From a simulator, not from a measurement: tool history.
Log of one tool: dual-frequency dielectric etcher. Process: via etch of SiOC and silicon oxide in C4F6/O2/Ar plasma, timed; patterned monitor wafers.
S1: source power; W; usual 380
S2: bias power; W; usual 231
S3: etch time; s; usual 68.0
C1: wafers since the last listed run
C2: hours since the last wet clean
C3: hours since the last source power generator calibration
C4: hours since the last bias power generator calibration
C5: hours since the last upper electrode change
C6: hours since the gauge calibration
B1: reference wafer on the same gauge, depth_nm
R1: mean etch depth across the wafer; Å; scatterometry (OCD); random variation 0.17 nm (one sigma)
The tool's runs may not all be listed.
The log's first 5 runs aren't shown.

{"run": 6, "hour": 284.4, "S1": 300, "S2": 231, "S3": 68.0, "C1": 763, "C2": 610.9, "C3": 156.5, "C4": 900.4, "C5": 1826.9, "C6": 2402.4, "B1": 94.9, "R1": 701}
{"hour": 518.7, "done": "wet clean of the chamber"}
{"run": 7, "hour": 581.0, "S1": 380, "S2": 231, "S3": 78.5, "C1": 3964, "C2": 62.3, "C3": 453.1, "C4": 1197.0, "C5": 2123.5, "C6": 2699.0, "B1": 94.8, "R1": 927}
{"run": 8, "hour": 620.1, "S1": 310, "S2": 246, "S3": 56.5, "C1": 568, "C2": 101.4, "C3": 492.2, "C4": 1236.1, "C5": 2162.6, "C6": 2738.1, "B1": 95.0, "R1": 598}
{"run": 9, "hour": 673.7, "S1": 350, "S2": 261, "S3": 68.0, "C1": 779, "C2": 155.0, "C3": 545.8, "C4": 1289.7, "C5": 2216.2, "C6": 2791.7, "B1": 94.8, "R1": 796}
{"run": 10, "hour": 741.4, "S1": 380, "S2": 231, "S3": 68.0, "C1": 984, "C2": 222.7, "C3": 613.5, "C4": 1357.4, "C5": 2283.9, "C6": 2859.4, "B1": 94.8, "R1": 808}
{"run": 11, "hour": 805.2, "S1": 420, "S2": 271, "S3": 68.0, "C1": 927, "C2": 286.5, "C3": 677.3, "C4": 1421.2, "C5": 2347.7, "C6": 2923.2, "B1": 95.0, "R1": 897}
{"run": 12, "hour": 870.9, "S1": 380, "S2": 231, "S3": 68.0, "C1": 955, "C2": 352.2, "C3": 743.0, "C4": 1486.9, "C5": 2413.4, "C6": 2988.9, "B1": 94.9, "R1": 808}
{"run": 13, "hour": 923.1, "S1": 380, "S2": 231, "S3": 68.0, "C1": 759, "C2": 404.4, "C3": 795.2, "C4": 1539.1, "C5": 2465.6, "C6": 3041.1, "B1": 95.0, "R1": 811}
{"run": 14, "hour": 1225.0, "S1": 380, "S2": 231, "S3": 68.0, "C1": 4391, "C2": 706.3, "C3": 1097.1, "C4": 1841.0, "C5": 2767.5, "C6": 3343.0, "B1": 94.9, "R1": 814}
{"run": 15, "hour": 1280.0, "S1": 380, "S2": 231, "S3": 68.0, "C1": 799, "C2": 761.3, "C3": 1152.1, "C4": 1896.0, "C5": 2822.5, "C6": 3398.0, "B1": 94.9, "R1": 817}
{"hour": 1341.4, "done": "wet clean of the chamber"}
{"hour": 1368.5, "done": "upper electrode replaced"}
{"run": 16, "hour": 1370.9, "S1": 430, "S2": 231, "S3": 68.0, "C1": 623, "C2": 29.5, "C3": 1243.0, "C4": 1986.9, "C5": 2.4, "C6": 3488.9, "B1": 95.0, "R1": 863}
{"run": 17, "hour": 1613.5, "S1": 330, "S2": 231, "S3": 56.5, "C1": 3528, "C2": 272.1, "C3": 1485.6, "C4": 2229.5, "C5": 245.0, "C6": 3731.5, "B1": 94.9, "R1": 611}
{"hour": 1632.7, "done": "gauge calibrated"}
{"hour": 1690.8, "done": "bias power generator calibrated"}
{"run": 18, "hour": 1716.3, "S1": 380, "S2": 175, "S3": 68.0, "C1": 1437, "C2": 374.9, "C3": 1588.4, "C4": 25.5, "C5": 347.8, "C6": 83.6, "B1": 94.8, "R1": 755}
{"run": 19, "hour": 1780.6, "S1": 380, "S2": 231, "S3": 68.0, "C1": 935, "C2": 439.2, "C3": 1652.7, "C4": 89.8, "C5": 412.1, "C6": 147.9, "B1": 94.8, "R1": 822}
{"run": 20, "hour": 1819.2, "S1": 380, "S2": 231, "S3": 68.0, "C1": 561, "C2": 477.8, "C3": 1691.3, "C4": 128.4, "C5": 450.7, "C6": 186.5, "B1": 94.9, "R1": 821}
{"run": 21, "hour": 1909.3, "S1": 380, "S2": 208, "S3": 81.0, "C1": 1310, "C2": 567.9, "C3": 1781.4, "C4": 218.5, "C5": 540.8, "C6": 276.6, "B1": 94.8, "R1": 950}
{"run": 22, "hour": 1978.3, "S1": 380, "S2": 231, "S3": 68.0, "C1": 1003, "C2": 636.9, "C3": 1850.4, "C4": 287.5, "C5": 609.8, "C6": 345.6, "B1": 95.0, "R1": 824}
{"run": 23, "hour": 2055.4, "S1": 420, "S2": 247, "S3": 79.0, "C1": 1121, "C2": 714.0, "C3": 1927.5, "C4": 364.6, "C5": 686.9, "C6": 422.7, "B1": 94.9, "R1": 1039}
{"run": 24, "hour": 2124.7, "S1": 470, "S2": 178, "S3": 49.0, "C1": 1007, "C2": 783.3, "C3": 1996.8, "C4": 433.9, "C5": 756.2, "C6": 492.0, "B1": 94.9, "R1": 625}
{"hour": 2180.4, "done": "wet clean of the chamber"}
{"run": 25, "hour": 2180.9, "S1": 380, "S2": 231, "S3": 68.0, "C1": 468, "C2": 0.5, "C3": 2053.0, "C4": 490.1, "C5": 812.4, "C6": 548.2, "B1": 94.8, "R1": 805}
{"run": 26, "hour": 2268.2, "S1": 410, "S2": 255, "S3": 59.5, "C1": 1269, "C2": 87.8, "C3": 2140.3, "C4": 577.4, "C5": 899.7, "C6": 635.5, "B1": 94.9, "R1": 766}
{"run": 27, "hour": 2335.8, "S1": 440, "S2": 270, "S3": 51.5, "C1": 983, "C2": 155.4, "C3": 2207.9, "C4": 645.0, "C5": 967.3, "C6": 703.1, "B1": 94.9, "R1": 699}
{"run": 28, "hour": 2426.3, "S1": 350, "S2": 179, "S3": 73.5, "C1": 1316, "C2": 245.9, "C3": 2298.4, "C4": 735.5, "C5": 1057.8, "C6": 793.6, "B1": 94.9, "R1": 772}
{"run": 29, "hour": 2488.0, "S1": 340, "S2": 183, "S3": 59.5, "C1": 897, "C2": 307.6, "C3": 2360.1, "C4": 797.2, "C5": 1119.5, "C6": 855.3, "B1": 94.9, "R1": 616}
{"run": 30, "hour": 2563.2, "S1": 280, "S2": 181, "S3": 54.0, "C1": 1093, "C2": 382.8, "C3": 2435.3, "C4": 872.4, "C5": 1194.7, "C6": 930.5, "B1": 95.0, "R1": 486}

3 ways to go on from here, each from the tool as it stands after run 30. What would each give?
{"run": "A", "hour": 2563.6, "S1": 450, "S2": 231, "S3": 68.0, "C1": 5, "C2": 383.2, "C3": 2435.7, "C4": 872.8, "C5": 1195.1, "C6": 930.9, "B1": "?", "R1": "?"}
{"run": "B", "hour": 2563.6, "S1": 290, "S2": 231, "S3": 58.0, "C1": 5, "C2": 383.2, "C3": 2435.7, "C4": 872.8, "C5": 1195.1, "C6": 930.9, "B1": "?", "R1": "?"}
{"run": "C", "hour": 2563.6, "S1": 380, "S2": 259, "S3": 68.0, "C1": 5, "C2": 383.2, "C3": 2435.7, "C4": 872.8, "C5": 1195.1, "C6": 930.9, "B1": "?", "R1": "?"}

run=A B1=94.9 R1=902
run=B B1=94.9 R1=582
run=C B1=94.9 R1=848
Without the tool's hidden state the same runs would have given:
run=A R1=897
run=B R1=578
run=C R1=843
